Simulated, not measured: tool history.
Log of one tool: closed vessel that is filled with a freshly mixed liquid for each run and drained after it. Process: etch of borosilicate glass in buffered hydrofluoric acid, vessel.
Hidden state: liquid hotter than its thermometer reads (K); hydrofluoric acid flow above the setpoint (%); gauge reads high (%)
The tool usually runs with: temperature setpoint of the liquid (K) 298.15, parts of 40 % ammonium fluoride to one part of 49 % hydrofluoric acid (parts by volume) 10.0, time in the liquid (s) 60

| run | day | temperature setpoint of the liquid (K) | parts of 40 % ammonium fluoride to one part of 49 % hydrofluoric acid (parts by volume) | time in the liquid (s) | wafers since the last listed run | hours since the thermometer was replaced | hours since the hydrofluoric acid flow meter was replaced | hours since the gauge calibration | read-back film thickness of the borosilicate glass reference wafer, read on the same gauge (nm) | thickness taken off the borosilicate glass on a monitor wafer (angstrom) |
|---|---|---|---|---|---|---|---|---|---|---|
| 1 | 0.000 | 298.15 | 10.0 | 60 | 0 | 683.6 | 1555.4 | 52.6 | 130.00 | 869.0 |
| 2 | 0.679 | 295.65 | 10.0 | 85 | 1747 | 699.9 | 1571.7 | 68.9 | 129.98 | 1077.9 |
| 3 | 1.396 | 298.15 | 10.0 | 70 | 1843 | 717.1 | 1588.9 | 86.1 | 130.00 | 1015.2 |
| 4 | 2.042 | 298.15 | 10.0 | 60 | 1661 | 732.6 | 1604.4 | 101.6 | 130.00 | 878.4 |
| 5 | 2.488 | 298.15 | 10.0 | 60 | 1147 | 743.3 | 1615.1 | 112.3 | 129.99 | 881.2 |
|  | 2.700 | thermometer replaced |
| 6 | 3.175 | 298.15 | 10.0 | 60 | 1661 | 11.4 | 1631.6 | 128.8 | 129.98 | 769.4 |
| 7 | 3.617 | 298.15 | 10.0 | 60 | 1136 | 22.0 | 1642.2 | 139.4 | 129.99 | 779.6 |
| 8 | 3.958 | 298.15 | 10.0 | 85 | 879 | 30.2 | 1650.4 | 147.6 | 129.99 | 1113.3 |
| 9 | 4.283 | 298.15 | 7.5 | 45 | 836 | 38.0 | 1658.2 | 155.4 | 129.99 | 770.1 |
|  | 4.558 | hydrofluoric acid flow meter replaced |
|  | 4.596 | gauge calibrated |
| 10 | 4.867 | 293.15 | 6.0 | 70 | 1393 | 52.0 | 7.4 | 6.5 | 130.00 | 1141.5 |
| 11 | 5.571 | 298.15 | 10.0 | 60 | 1811 | 68.9 | 24.3 | 23.4 | 130.01 | 784.8 |
| 12 | 5.958 | 298.15 | 11.0 | 40 | 997 | 78.2 | 33.6 | 32.7 | 130.01 | 478.1 |
| 13 | 6.667 | 293.65 | 8.5 | 35 | 1822 | 95.2 | 50.6 | 49.7 | 130.00 | 410.2 |
| 14 | 7.283 | 296.65 | 12.0 | 70 | 1586 | 110.0 | 65.4 | 64.5 | 130.00 | 708.1 |
| 15 | 7.588 | 294.65 | 10.0 | 60 | 782 | 117.3 | 72.7 | 71.8 | 129.99 | 655.9 |
| 16 | 8.108 | 302.65 | 7.0 | 60 | 1340 | 129.8 | 85.2 | 84.3 | 129.98 | 1422.2 |

Selected run-to-run steps in thickness taken off the borosilicate glass on a monitor wafer (angstrom), each split into two signed amounts: the part the tool would show with no hidden state at all (from settings, incoming material and random variation), and the remainder, which goes to the hidden state together with any gauge scatter not common to the measured and the hidden-state-free results:
Run 5 -> 6: thermometer replaced. thickness taken off the borosilicate glass on a monitor wafer (angstrom) -111.8: hidden state -100.0, all else -11.8.
Run 15 -> 16: temperature setpoint of the liquid (K) 294.65 -> 302.65, parts of 40 % ammonium fluoride to one part of 49 % hydrofluoric acid (parts by volume) 10.0 -> 7.0. thickness taken off the borosilicate glass on a monitor wafer (angstrom) +766.3: hidden state +23.6, all else +742.7.

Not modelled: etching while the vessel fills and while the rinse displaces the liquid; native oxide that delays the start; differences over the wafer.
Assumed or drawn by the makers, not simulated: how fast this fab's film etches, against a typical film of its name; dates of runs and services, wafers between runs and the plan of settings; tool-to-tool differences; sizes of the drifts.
